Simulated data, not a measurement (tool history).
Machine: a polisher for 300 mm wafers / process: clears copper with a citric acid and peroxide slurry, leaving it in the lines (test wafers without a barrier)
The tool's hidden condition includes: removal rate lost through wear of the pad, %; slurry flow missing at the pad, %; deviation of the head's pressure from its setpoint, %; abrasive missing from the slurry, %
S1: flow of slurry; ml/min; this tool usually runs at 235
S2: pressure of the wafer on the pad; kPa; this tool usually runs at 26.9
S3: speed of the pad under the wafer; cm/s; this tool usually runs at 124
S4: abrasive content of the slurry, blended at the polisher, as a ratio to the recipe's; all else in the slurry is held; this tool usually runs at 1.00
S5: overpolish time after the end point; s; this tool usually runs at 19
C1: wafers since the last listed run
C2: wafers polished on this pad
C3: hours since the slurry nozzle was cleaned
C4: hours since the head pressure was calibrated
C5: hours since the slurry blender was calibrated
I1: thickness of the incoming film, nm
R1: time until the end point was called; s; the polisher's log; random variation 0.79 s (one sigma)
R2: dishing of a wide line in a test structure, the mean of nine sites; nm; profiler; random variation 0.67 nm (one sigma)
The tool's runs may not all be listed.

run	hour	S1	S2	S3	S4	S5	C1	C2	C3	C4	C5	I1	R1	R2
1	0.0	235	26.9	124	1.00	19	0	1448	136.2	113.9	391.3	322.1	88.1	29.7
# hour 42.3: slurry blender recalibrated
2	54.1	235	26.9	124	1.00	19	626	2074	190.3	168.0	11.8	316.5	80.7	31.8
# hour 65.2: slurry nozzle cleaned
3	84.6	235	26.9	124	1.00	19	354	2429	19.4	198.5	42.3	315.9	80.8	30.3
# hour 90.5: worn pad replaced by a new one
4	122.5	235	26.9	124	1.00	19	407	384	57.3	236.4	80.2	319.8	81.5	30.9
5	148.6	235	26.9	124	1.00	19	313	698	83.4	262.5	106.3	315.0	81.2	31.8
6	219.3	235	26.9	124	1.00	19	850	1548	154.1	333.2	177.0	314.2	79.1	29.9
7	250.1	195	26.9	124	1.00	19	370	1918	184.9	364.0	207.8	317.2	83.2	31.0
# hour 280.8: slurry nozzle cleaned
# hour 287.2: worn pad replaced by a new one
8	322.1	195	26.9	124	1.00	19	805	420	41.3	436.0	279.8	317.1	84.4	30.4
9	374.3	195	26.9	124	1.00	19	627	1047	93.5	488.2	332.0	313.8	83.1	29.7
# hour 397.5: head pressure recalibrated
10	402.5	235	26.9	124	1.00	19	315	1362	121.7	5.0	360.2	311.5	83.3	30.9
11	463.7	235	26.9	124	1.00	19	735	2098	182.9	66.2	421.4	308.2	83.3	29.7
# hour 494.0: worn pad replaced by a new one
# hour 494.1: slurry nozzle cleaned
12	494.5	235	26.9	154	1.00	19	320	4	0.4	97.0	452.2	314.3	75.4	30.5
# hour 524.2: slurry blender recalibrated
13	537.7	235	26.9	124	1.30	14	495	499	43.6	140.2	13.5	315.6	76.3	27.3
14	598.4	160	26.9	84	0.90	19	729	1229	104.3	200.9	74.2	308.5	104.8	25.2
15	623.2	235	26.9	138	1.00	19	298	1528	129.1	225.7	99.0	317.7	76.8	32.2
# hour 653.2: worn pad replaced by a new one
16	654.9	235	26.9	98	1.00	19	333	20	160.8	257.4	130.7	317.1	93.5	28.5
# hour 716.2: slurry nozzle cleaned
17	725.5	310	32.4	124	0.85	19	836	857	9.3	328.0	201.3	314.3	68.5	33.6
18	759.9	235	26.9	124	1.00	11	413	1271	43.7	362.4	235.7	313.3	82.2	23.2

Expected results for the next run?
19	794.6	265	26.9	124	1.00	19	417	1688	78.4	397.1	270.4	315.6	?	?

{"run 19": {"R1": 83.2, "R2": 30.4}}
On a tool with no hidden condition, and with the same random variation, this run would have come out at R1 80.0 s, R2 30.9 nm.

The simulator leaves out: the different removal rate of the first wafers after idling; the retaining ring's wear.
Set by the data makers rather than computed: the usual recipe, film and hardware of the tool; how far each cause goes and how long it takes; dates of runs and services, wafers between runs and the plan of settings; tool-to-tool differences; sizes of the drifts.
